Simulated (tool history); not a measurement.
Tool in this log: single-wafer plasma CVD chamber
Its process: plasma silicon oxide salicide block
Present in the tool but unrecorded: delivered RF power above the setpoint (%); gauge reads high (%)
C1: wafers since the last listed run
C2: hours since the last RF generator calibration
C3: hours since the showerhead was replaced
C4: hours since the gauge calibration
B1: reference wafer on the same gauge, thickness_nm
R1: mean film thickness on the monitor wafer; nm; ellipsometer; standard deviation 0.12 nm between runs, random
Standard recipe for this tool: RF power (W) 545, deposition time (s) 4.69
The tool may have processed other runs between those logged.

Run 1, hour 0: usual settings but RF power (W) 495; C1 0; C2 1931.7; C3 5317; C4 1138.5; B1 46.918. Result: R1 46.069 nm.
Run 2, hour 38.3: usual settings but RF power (W) 495; C1 1019; C2 1970; C3 5355.3; C4 1176.8; B1 46.934. Result: R1 46.16 nm.
At hour 65.2: RF generator calibrated.
Run 3, hour 318.8: usual settings; C1 7251; C2 253.6; C3 5635.8; C4 1457.3; B1 46.854. Result: R1 48.873 nm.
Run 4, hour 356.9: usual settings; C1 1013; C2 291.7; C3 5673.9; C4 1495.4; B1 46.946. Result: R1 48.64 nm.
Run 5, hour 420.6: usual settings; C1 1695; C2 355.4; C3 5737.6; C4 1559.1; B1 46.867. Result: R1 48.589 nm.
Run 6, hour 505.1: usual settings; C1 2248; C2 439.9; C3 5822.1; C4 1643.6; B1 46.875. Result: R1 48.681 nm.
Run 7, hour 572.9: usual settings; C1 1804; C2 507.7; C3 5889.9; C4 1711.4; B1 46.939. Result: R1 48.303 nm.
Run 8, hour 613.7: usual settings but RF power (W) 505; C1 1085; C2 548.5; C3 5930.7; C4 1752.2; B1 46.858. Result: R1 47.13 nm.
Run 9, hour 679.4: usual settings but RF power (W) 505; C1 1748; C2 614.2; C3 5996.4; C4 1817.9; B1 46.899. Result: R1 47.032 nm.
Run 10, hour 771.6: usual settings; C1 2453; C2 706.4; C3 6088.6; C4 1910.1; B1 46.874. Result: R1 48.2 nm.
Run 11, hour 815.6: usual settings; C1 1170; C2 750.4; C3 6132.6; C4 1954.1; B1 46.836. Result: R1 48.386 nm.
Run 12, hour 984.2: usual settings; C1 4486; C2 919; C3 6301.2; C4 2122.7; B1 46.909. Result: R1 48.394 nm.
Run 13, hour 1020.3: usual settings; C1 960; C2 955.1; C3 6337.3; C4 2158.8; B1 46.868. Result: R1 47.859 nm.
Run 14, hour 1099.1: usual settings; C1 2096; C2 1033.9; C3 6416.1; C4 2237.6; B1 46.882. Result: R1 48.304 nm.
Run 15, hour 1147.7: usual settings; C1 1293; C2 1082.5; C3 6464.7; C4 2286.2; B1 46.857. Result: R1 48.109 nm.
Run 16, hour 1206.8: usual settings; C1 1572; C2 1141.6; C3 6523.8; C4 2345.3; B1 46.871. Result: R1 47.993 nm.
Run 17, hour 1245.7: usual settings; C1 1035; C2 1180.5; C3 6562.7; C4 2384.2; B1 46.882. Result: R1 48.12 nm.
Run 18, hour 1455.1: usual settings; C1 5572; C2 1389.9; C3 6772.1; C4 2593.6; B1 46.898. Result: R1 48.039 nm.
At hour 1480.3: gauge calibrated.
Run 19, hour 1536.9: usual settings but deposition time (s) 4.23; C1 2176; C2 1471.7; C3 6853.9; C4 56.6; B1 46.89. Result: R1 43.133 nm.
At hour 1706.1: showerhead replaced, of another model than before.
Run 20, hour 1816.3: usual settings but RF power (W) 625, deposition time (s) 4.96; C1 7222; C2 1751.1; C3 110.2; C4 336; B1 46.93. Result: R1 52.426 nm.
Run 21, hour 1858.2: usual settings but RF power (W) 640, deposition time (s) 5.24; C1 1114; C2 1793; C3 152.1; C4 377.9; B1 46.924. Result: R1 56.034 nm.
Run 22, hour 1955.8: usual settings; C1 2597; C2 1890.6; C3 249.7; C4 475.5; B1 46.917. Result: R1 48.545 nm.
Run 23, hour 2032.1: usual settings but RF power (W) 510, deposition time (s) 5.45; C1 2030; C2 1966.9; C3 326; C4 551.8; B1 46.908. Result: R1 55.768 nm.
At hour 2105.5: RF generator calibrated.
Run 24, hour 2106: usual settings but deposition time (s) 5.43; C1 1753; C2 0.5; C3 399.9; C4 625.7; B1 46.937. Result: R1 56.929 nm.
Run 25, hour 2221.8: usual settings but RF power (W) 610, deposition time (s) 3.93; C1 3081; C2 116.3; C3 515.7; C4 741.5; B1 46.891. Result: R1 41.847 nm.
Run 26, hour 2324.7: usual settings but deposition time (s) 5.01; C1 2738; C2 219.2; C3 618.6; C4 844.4; B1 46.883. Result: R1 52.381 nm.
Run 27, hour 2395.8: usual settings but RF power (W) 505, deposition time (s) 3.79; C1 1892; C2 290.3; C3 689.7; C4 915.5; B1 46.913. Result: R1 39.011 nm.
Run 28, hour 2501.5: usual settings but RF power (W) 585, deposition time (s) 3.84; C1 2812; C2 396; C3 795.4; C4 1021.2; B1 46.917. Result: R1 40.516 nm.
Run 29, hour 2605.3: usual settings but RF power (W) 620, deposition time (s) 5.31; C1 2762; C2 499.8; C3 899.2; C4 1125; B1 46.85. Result: R1 56.551 nm.
Run 30, hour 2676.9: usual settings; C1 1905; C2 571.4; C3 970.8; C4 1196.6; B1 46.897. Result: R1 48.786 nm.
Run 31, hour 2722.6: usual settings but deposition time (s) 4.37; C1 1216; C2 617.1; C3 1016.5; C4 1242.3; B1 46.926. Result: R1 45.602 nm.
Run 32, hour 2808.7: usual settings but RF power (W) 450, deposition time (s) 5.48; C1 2291; C2 703.2; C3 1102.6; C4 1328.4; B1 46.907. Result: R1 54.863 nm.
Run 33, hour 2905.3: usual settings but RF power (W) 625, deposition time (s) 4.22; C1 2570; C2 799.8; C3 1199.2; C4 1425; B1 46.933. Result: R1 44.906 nm.
Run 34, hour 2952.2: usual settings; C1 1248; C2 846.7; C3 1246.1; C4 1471.9; B1 46.91. Result: R1 48.561 nm.
Run 35, hour 3000: usual settings but RF power (W) 650, deposition time (s) 4.31; C1 1271; C2 894.5; C3 1293.9; C4 1519.7; B1 46.903. Result: R1 46.145 nm.

3 ways to go on from here, each from the tool as it stands after run 35. What would each give?
Run A, hour 3000.4: usual settings; C1 10; C2 894.9; C3 1294.3; C4 1520.1; B1 ?. Result: R1 ?.
Run B, hour 3000.4: usual settings but RF power (W) 575, deposition time (s) 4.36; C1 10; C2 894.9; C3 1294.3; C4 1520.1; B1 ?. Result: R1 ?.
Run C, hour 3000.4: usual settings but RF power (W) 600, deposition time (s) 5.44; C1 10; C2 894.9; C3 1294.3; C4 1520.1; B1 ?. Result: R1 ?.

run      B1      R1
  A  46.934  48.506
  B  46.934  45.536
  C  46.934  57.266
Had the tool no hidden state, the same runs would have come out as:
run      R1
  A  49.139
  B  46.129
  C  58.013
